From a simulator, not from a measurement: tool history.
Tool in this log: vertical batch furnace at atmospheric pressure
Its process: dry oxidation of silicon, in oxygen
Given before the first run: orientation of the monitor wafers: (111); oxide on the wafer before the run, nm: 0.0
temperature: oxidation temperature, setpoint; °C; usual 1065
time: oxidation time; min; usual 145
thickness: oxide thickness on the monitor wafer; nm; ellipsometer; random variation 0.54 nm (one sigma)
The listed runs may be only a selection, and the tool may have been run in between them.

run   hour  temperature   time  wafers since the last listed run  hours since the last temperature calibration  hours since the boat lift was adjusted  hours since the gauge calibration  read-back reference wafer on the same gauge, thickness  thickness
  1      0         1065    145                                 0                                        1248.6                                  1590.5                                 49                                                  137.35      159.1
  2   39.2         1057    145                               305                                        1287.8                                  1629.7                               88.2                                                  136.71     151.27
  3   79.6         1057    145                               314                                        1328.2                                  1670.1                              128.6                                                  136.89     151.49
  4  144.2         1057    145                               503                                        1392.8                                  1734.7                              193.2                                                  136.59     151.05
  5  195.2         1065    145                               397                                        1443.8                                  1785.7                              244.2                                                  136.11      158.2
  6  225.6         1065    145                               236                                        1474.2                                  1816.1                              274.6                                                  136.24     157.92
  7  260.1         1065    145                               268                                        1508.7                                  1850.6                              309.1                                                  136.14     158.05
  8  285.2         1065    145                               195                                        1533.8                                  1875.7                              334.2                                                  136.08     157.21
  9  310.4         1065    145                               196                                          1559                                  1900.9                              359.4                                                  135.99     158.05
 10  378.5         1065    145                               530                                        1627.1                                    1969                              427.5                                                   135.7     157.27
 11  409.8         1065    145                               243                                        1658.4                                  2000.3                              458.8                                                  135.67     157.05
 12  463.7         1065    145                               419                                        1712.3                                  2054.2                              512.7                                                  135.65     157.26
 13  513.1         1065  205.5                               384                                        1761.7                                  2103.6                              562.1                                                   135.5     192.71

Run 14, settings as shown, results not yet in. Your forecast:
     547.7  -- boat lift adjusted
 14  548.2         1042  104.5                                86                                        1796.8                                     0.5                              597.2                                                       ?          ?

read-back reference wafer on the same gauge, thickness: 135.49
thickness: 112.77 nm
Take away the tool's hidden state, keep the run-to-run variation as it was, and the same run would have given thickness 114.78 nm.

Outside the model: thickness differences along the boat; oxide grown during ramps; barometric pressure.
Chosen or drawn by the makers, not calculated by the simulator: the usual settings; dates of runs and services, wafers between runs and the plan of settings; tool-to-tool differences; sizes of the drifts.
